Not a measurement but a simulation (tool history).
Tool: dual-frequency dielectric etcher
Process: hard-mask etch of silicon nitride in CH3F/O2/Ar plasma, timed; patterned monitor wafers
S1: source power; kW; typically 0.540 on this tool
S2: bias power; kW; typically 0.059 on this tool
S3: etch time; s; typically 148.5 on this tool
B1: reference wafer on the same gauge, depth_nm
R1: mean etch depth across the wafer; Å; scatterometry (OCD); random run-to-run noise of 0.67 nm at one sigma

{"run": 1, "day": 0.0, "S1": 0.54, "S2": 0.059, "S3": 148.5, "B1": 91.7, "R1": 1078}
{"run": 2, "day": 0.567, "S1": 0.54, "S2": 0.059, "S3": 148.5, "B1": 91.9, "R1": 1077}
{"run": 3, "day": 1.196, "S1": 0.64, "S2": 0.059, "S3": 148.5, "B1": 91.9, "R1": 1123}
{"run": 4, "day": 1.592, "S1": 0.64, "S2": 0.059, "S3": 148.5, "B1": 92.0, "R1": 1119}
{"run": 5, "day": 2.212, "S1": 0.54, "S2": 0.059, "S3": 148.5, "B1": 92.2, "R1": 1080}
{"run": 6, "day": 2.683, "S1": 0.54, "S2": 0.059, "S3": 148.5, "B1": 92.1, "R1": 1074}
{"run": 7, "day": 3.912, "S1": 0.46, "S2": 0.063, "S3": 113.0, "B1": 91.7, "R1": 816}
{"run": 8, "day": 4.492, "S1": 0.47, "S2": 0.045, "S3": 191.5, "B1": 92.2, "R1": 1213}
{"run": 9, "day": 5.004, "S1": 0.54, "S2": 0.068, "S3": 148.5, "B1": 92.4, "R1": 1127}
{"run": 10, "day": 5.479, "S1": 0.54, "S2": 0.059, "S3": 148.5, "B1": 92.1, "R1": 1079}
{"run": 11, "day": 5.875, "S1": 0.45, "S2": 0.059, "S3": 117.0, "B1": 92.0, "R1": 814}
{"run": 12, "day": 6.354, "S1": 0.54, "S2": 0.059, "S3": 148.5, "B1": 92.2, "R1": 1086}
{"run": 13, "day": 6.938, "S1": 0.54, "S2": 0.059, "S3": 148.5, "B1": 91.9, "R1": 1089}
{"run": 14, "day": 7.675, "S1": 0.64, "S2": 0.059, "S3": 148.5, "B1": 92.0, "R1": 1153}
{"run": 15, "day": 8.217, "S1": 0.4, "S2": 0.059, "S3": 148.5, "B1": 92.0, "R1": 1019}
{"run": 16, "day": 8.55, "S1": 0.54, "S2": 0.059, "S3": 148.5, "B1": 92.1, "R1": 1079}
{"run": 17, "day": 9.117, "S1": 0.48, "S2": 0.054, "S3": 186.0, "B1": 91.7, "R1": 1285}
{"run": 18, "day": 9.421, "S1": 0.4, "S2": 0.073, "S3": 176.0, "B1": 91.8, "R1": 1296}
{"run": 19, "day": 11.288, "S1": 0.54, "S2": 0.071, "S3": 126.5, "B1": 92.0, "R1": 951}
{"run": 20, "day": 11.762, "S1": 0.48, "S2": 0.073, "S3": 110.5, "B1": 91.7, "R1": 823}
{"run": 21, "day": 12.146, "S1": 0.54, "S2": 0.059, "S3": 148.5, "B1": 92.0, "R1": 1057}
{"run": 22, "day": 12.675, "S1": 0.47, "S2": 0.07, "S3": 177.5, "B1": 91.8, "R1": 1293}
{"run": 23, "day": 12.975, "S1": 0.54, "S2": 0.073, "S3": 136.0, "B1": 92.2, "R1": 1041}
{"run": 24, "day": 13.492, "S1": 0.54, "S2": 0.059, "S3": 148.5, "B1": 92.0, "R1": 1054}
{"run": 25, "day": 14.479, "S1": 0.45, "S2": 0.069, "S3": 105.0, "B1": 92.4, "R1": 754}
{"run": 26, "day": 14.783, "S1": 0.54, "S2": 0.054, "S3": 148.5, "B1": 91.8, "R1": 1025}
{"run": 27, "day": 16.221, "S1": 0.41, "S2": 0.074, "S3": 114.0, "B1": 92.2, "R1": 827}
{"run": 28, "day": 16.638, "S1": 0.54, "S2": 0.059, "S3": 148.5, "B1": 92.1, "R1": 1061}
{"run": 29, "day": 17.708, "S1": 0.54, "S2": 0.059, "S3": 123.5, "B1": 92.3, "R1": 897}

The log once held 5 entries between its listed runs, left out of this copy. Where does each go, and what is different about the tool's unlogged condition between the listed run before it and the listed run after it?
After run 6, before run 7: source power generator calibrated (day 3.892)
  etch rate over this chamber's usual, %: 2.37 -> 2.7
  the result without the hidden state subtracted from the measured one, R1: +25 -> +22 Å
After run 18, before run 19: wet clean of the chamber (day 11.025); upper electrode replaced (day 11.267)
  etch rate over this chamber's usual, %: 4.2 -> 0.225
  the result without the hidden state subtracted from the measured one, R1: +52 -> +2 Å
After run 19, before run 20: bias power generator calibrated (day 11.483)
  etch rate over this chamber's usual, %: 0.225 -> 0.355
  the result without the hidden state subtracted from the measured one, R1: +2 -> +3 Å
After run 21, before run 22: gauge calibrated (day 12.258)
  etch rate over this chamber's usual, %: 0.459 -> 0.603
  the result without the hidden state subtracted from the measured one, R1: +4 -> +8 Å
